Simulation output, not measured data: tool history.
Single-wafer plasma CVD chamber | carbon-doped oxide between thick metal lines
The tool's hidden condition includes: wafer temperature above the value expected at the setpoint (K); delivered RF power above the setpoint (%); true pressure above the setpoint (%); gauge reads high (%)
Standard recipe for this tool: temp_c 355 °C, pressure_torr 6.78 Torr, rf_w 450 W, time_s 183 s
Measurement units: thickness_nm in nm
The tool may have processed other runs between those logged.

run   hour  temp_c  pressure_torr  rf_w  time_s  wafers since the last listed run  hours since the last thermocouple change  hours since the last RF generator calibration  hours since the last manometer calibration  hours since the showerhead was replaced  hours since the gauge calibration  read-back reference wafer on the same gauge, thickness_nm  thickness_nm
  1      0     355           6.78   450     183                                 0                                    1684.3                                          401.2                                      1057.9                                     5942                              430.3                                                    1014.12       909.099
       9.2  -- gauge calibrated
  2   59.3     355           6.78   450     183                               671                                    1743.6                                          460.5                                      1117.2                                   6001.3                               50.1                                                   1038.072       929.984
  3  124.8     355           6.78   450     183                               741                                    1809.1                                            526                                      1182.7                                   6066.8                              115.6                                                   1037.622       931.583
  4  163.1     355           6.78   450     183                               433                                    1847.4                                          564.3                                        1221                                   6105.1                              153.9                                                   1037.029       927.452
  5  216.9     355           6.78   450     183                               609                                    1901.2                                          618.1                                      1274.8                                   6158.9                              207.7                                                   1034.966       925.358
     269.9  -- capacitance manometer re-zeroed and calibrated
     274.5  -- thermocouple changed; heater temperature recalibrated
  6  283.3     355           6.78   450     183                               609                                       8.8                                          684.5                                        13.4                                   6225.3                              274.1                                                   1031.335       923.668
  7  314.5     355           6.78   450     183                               353                                        40                                          715.7                                        44.6                                   6256.5                              305.3                                                   1029.704       921.523
  8  377.1     370           6.12   400     183                               708                                     102.6                                          778.3                                       107.2                                   6319.1                              367.9                                                   1024.655       777.748
       392  -- gauge calibrated
  9  442.6     355           6.78   450     183                               741                                     168.1                                          843.8                                       172.7                                   6384.6                               50.6                                                   1038.745       928.329
 10  491.4     355           7.86   450     183                               552                                     216.9                                          892.6                                       221.5                                   6433.4                               99.4                                                   1039.041       936.376
 11  555.5     355           7.79   415     183                               725                                       281                                          956.7                                       285.6                                   6497.5                              163.5                                                   1035.497       863.064
     590.9  -- showerhead replaced
     592.8  -- RF generator calibrated
 12    602     347           6.78   475     167                               413                                     327.5                                            9.2                                       332.1                                     11.1                                210                                                   1034.764       906.163
 13  664.8     365           6.78   450     195                               711                                     390.3                                             72                                       394.9                                     73.9                              272.8                                                   1030.699       962.825
 14  709.8     347            7.5   450     183                               509                                     435.3                                            117                                       439.9                                    118.9                              317.8                                                   1028.951       944.587
 15  752.3     342           5.51   360     149                               481                                     477.8                                          159.5                                       482.4                                    161.4                              360.3                                                   1025.732       596.886

Predict each of these 5 candidate next runs independently; none follows another, all start after run 15:
  A  752.8     355           6.78   450     183                                 5                                     478.3                                            160                                       482.9                                    161.9                              360.8                                                          ?             ?
  B  752.8     355           5.14   535     183                                 5                                     478.3                                            160                                       482.9                                    161.9                              360.8                                                          ?             ?
  C  752.8     351           5.26   450     216                                 5                                     478.3                                            160                                       482.9                                    161.9                              360.8                                                          ?             ?
  D  752.8     355           6.78   425     193                                 5                                     478.3                                            160                                       482.9                                    161.9                              360.8                                                          ?             ?
  E  752.8     347           6.78   410     194                                 5                                     478.3                                            160                                       482.9                                    161.9                              360.8                                                          ?             ?

run  read-back reference wafer on the same gauge, thickness_nm  thickness_nm
  A                                                   1025.603       923.017
  B                                                   1025.603      1041.754
  C                                                   1025.603      1074.882
  D                                                   1025.603       917.796
  E                                                   1025.603        904.92
Without the tool's hidden state the same runs would have given:
run  thickness_nm
  A       933.441
  B       1053.52
  C      1087.022
  D       928.162
  E        915.14
